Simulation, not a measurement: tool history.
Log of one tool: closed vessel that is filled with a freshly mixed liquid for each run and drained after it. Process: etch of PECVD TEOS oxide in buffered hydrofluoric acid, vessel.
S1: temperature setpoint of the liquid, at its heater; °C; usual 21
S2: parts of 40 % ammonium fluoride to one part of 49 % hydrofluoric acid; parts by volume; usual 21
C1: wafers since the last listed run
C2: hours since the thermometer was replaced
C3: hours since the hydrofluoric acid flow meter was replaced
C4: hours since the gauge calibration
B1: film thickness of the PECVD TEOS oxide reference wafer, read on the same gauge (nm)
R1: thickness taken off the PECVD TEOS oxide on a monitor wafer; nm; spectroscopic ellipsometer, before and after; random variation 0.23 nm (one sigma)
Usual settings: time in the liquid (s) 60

run 1 hour=0 | S1=21 S2=21 time_in_the_liquid_(s)=60 | C1=0 C2=1731.3 C3=967.1 C4=228.6 | B1=110.01 | R1=71.45
run 2 hour=17.6 | S1=21 S2=21 time_in_the_liquid_(s)=60 | C1=1851 C2=1748.9 C3=984.7 C4=246.2 | B1=110 | R1=71.89
run 3 hour=30.4 | S1=21 S2=21 time_in_the_liquid_(s)=60 | C1=1346 C2=1761.7 C3=997.5 C4=259 | B1=109.98 | R1=71.2
-- hour=43.9 gauge calibrated
run 4 hour=61.9 | S1=21 S2=18 time_in_the_liquid_(s)=60 | C1=3313 C2=1793.2 C3=1029 C4=18 | B1=110 | R1=82.49
run 5 hour=96.5 | S1=21 S2=21 time_in_the_liquid_(s)=80 | C1=3639 C2=1827.8 C3=1063.6 C4=52.6 | B1=109.99 | R1=96.18
run 6 hour=115 | S1=21 S2=21 time_in_the_liquid_(s)=80 | C1=1945 C2=1846.3 C3=1082.1 C4=71.1 | B1=109.99 | R1=96.72
-- hour=132.3 thermometer replaced
run 7 hour=136.4 | S1=22.5 S2=21 time_in_the_liquid_(s)=50 | C1=2145 C2=4.1 C3=1103.5 C4=92.5 | B1=110.02 | R1=56.2
run 8 hour=164.2 | S1=21 S2=21 time_in_the_liquid_(s)=40 | C1=2923 C2=31.9 C3=1131.3 C4=120.3 | B1=110.01 | R1=41.1
run 9 hour=177 | S1=21 S2=21 time_in_the_liquid_(s)=40 | C1=1346 C2=44.7 C3=1144.1 C4=133.1 | B1=110 | R1=41.15
run 10 hour=191.4 | S1=21 S2=21 time_in_the_liquid_(s)=40 | C1=1514 C2=59.1 C3=1158.5 C4=147.5 | B1=110.02 | R1=41.68
run 11 hour=220.7 | S1=18.5 S2=21 time_in_the_liquid_(s)=95 | C1=3081 C2=88.4 C3=1187.8 C4=176.8 | B1=110.01 | R1=86.23
run 12 hour=241.8 | S1=21 S2=26.5 time_in_the_liquid_(s)=60 | C1=2219 C2=109.5 C3=1208.9 C4=197.9 | B1=109.98 | R1=53.47
run 13 hour=258.1 | S1=25 S2=21 time_in_the_liquid_(s)=85 | C1=1714 C2=125.8 C3=1225.2 C4=214.2 | B1=110 | R1=109.8
run 14 hour=284.9 | S1=21 S2=21 time_in_the_liquid_(s)=60 | C1=2818 C2=152.6 C3=1252 C4=241 | B1=110.01 | R1=62.64
run 15 hour=307.8 | S1=24 S2=26 time_in_the_liquid_(s)=60 | C1=2408 C2=175.5 C3=1274.9 C4=263.9 | B1=109.97 | R1=64.3
-- hour=318.7 gauge calibrated
run 16 hour=327.1 | S1=21 S2=17 time_in_the_liquid_(s)=95 | C1=2029 C2=194.8 C3=1294.2 C4=8.4 | B1=110.02 | R1=120.73
-- hour=333 hydrofluoric acid flow meter replaced
run 17 hour=349.5 | S1=21 S2=21 time_in_the_liquid_(s)=60 | C1=2250 C2=217.2 C3=16.5 C4=30.8 | B1=110 | R1=62.68

Forecast run 18:
run 18 hour=379.8 | S1=19 S2=27 time_in_the_liquid_(s)=40 | C1=3186 C2=247.5 C3=46.8 C4=61.1 | B1=? | R1=?

{"run 18": {"B1": 109.97, "R1": 31.49}}
Without the tool's hidden state the same run would have given R1 30.61 nm.
